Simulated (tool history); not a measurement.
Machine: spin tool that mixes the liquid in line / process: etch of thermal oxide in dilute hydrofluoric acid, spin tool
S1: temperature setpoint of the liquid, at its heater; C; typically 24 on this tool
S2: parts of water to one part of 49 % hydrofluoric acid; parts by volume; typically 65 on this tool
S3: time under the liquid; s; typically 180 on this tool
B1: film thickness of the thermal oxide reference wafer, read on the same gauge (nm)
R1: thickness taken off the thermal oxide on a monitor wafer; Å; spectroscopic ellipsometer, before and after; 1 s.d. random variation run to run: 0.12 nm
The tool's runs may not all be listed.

Run 1, day 0: usual settings; B1 99.98. Result: R1 153.4 Å.
Run 2, day 3.05: usual settings; B1 100. Result: R1 155.1 Å.
Run 3, day 5.221: usual settings; B1 100.02. Result: R1 154.7 Å.
At day 8.171: hydrofluoric acid flow meter replaced.
Run 4, day 8.646: usual settings but S2 80 parts by volume, S3 130 s; B1 100.01. Result: R1 84.6 Å.
Run 5, day 17.867: usual settings; B1 100.01. Result: R1 152.1 Å.
Run 6, day 21.129: usual settings; B1 100.01. Result: R1 152 Å.
Run 7, day 24.179: usual settings but S1 26.5 C, S3 220 s; B1 100.01. Result: R1 211.7 Å.
Run 8, day 27.512: usual settings; B1 99.98. Result: R1 156.6 Å.
At day 30.192: gauge calibrated.
Run 9, day 30.917: usual settings; B1 99.99. Result: R1 157.5 Å.
Run 10, day 33.254: usual settings but S1 22.5 C; B1 100.02. Result: R1 149.6 Å.
Run 11, day 34.979: usual settings but S1 22.5 C; B1 100. Result: R1 153 Å.
At day 35.171: thermometer replaced.
Run 12, day 36.629: usual settings; B1 99.98. Result: R1 160.9 Å.
At day 36.904: hydrofluoric acid flow meter replaced.
Run 13, day 39.412: usual settings but S1 22.5 C, S2 95 parts by volume, S3 215 s; B1 99.99. Result: R1 107.9 Å.
Run 14, day 41.125: usual settings but S1 20.5 C, S2 45 parts by volume, S3 75 s; B1 99.99. Result: R1 77.8 Å.
Run 15, day 42.775: usual settings but S1 28.5 C, S3 220 s; B1 100. Result: R1 211.8 Å.
Run 16, day 45.554: usual settings but S1 27.5 C, S2 50 parts by volume, S3 270 s; B1 99.99. Result: R1 341.4 Å.
Run 17, day 48.788: usual settings but S1 26.5 C, S2 75 parts by volume, S3 80 s; B1 99.98. Result: R1 63 Å.
Run 18, day 52.325: usual settings but S1 22.5 C, S2 95 parts by volume; B1 100. Result: R1 94.1 Å.
Run 19, day 56.508: usual settings but S1 22.5 C, S3 230 s; B1 99.99. Result: R1 184.4 Å.
Run 20, day 60.396: usual settings but S1 28.5 C, S2 45 parts by volume; B1 100. Result: R1 278.8 Å.

State the hidden condition of the tool at each of the runs:
liquid colder than its thermometer reads (K): 0 on each run
gauge reads high (%): 0 on each run
H1: hydrofluoric acid flow above the setpoint (%)
run    H1
  1  6.32
  2  7.39
  3  8.15
  4   2.3
  5  5.51
  6  6.65
  7  7.72
  8  8.88
  9  10.1
 10  10.9
 11  11.5
 12  12.1
 13  1.23
 14  1.83
 15   2.4
 16  3.37
 17   4.5
 18  5.73
 19  7.19
 20  8.55
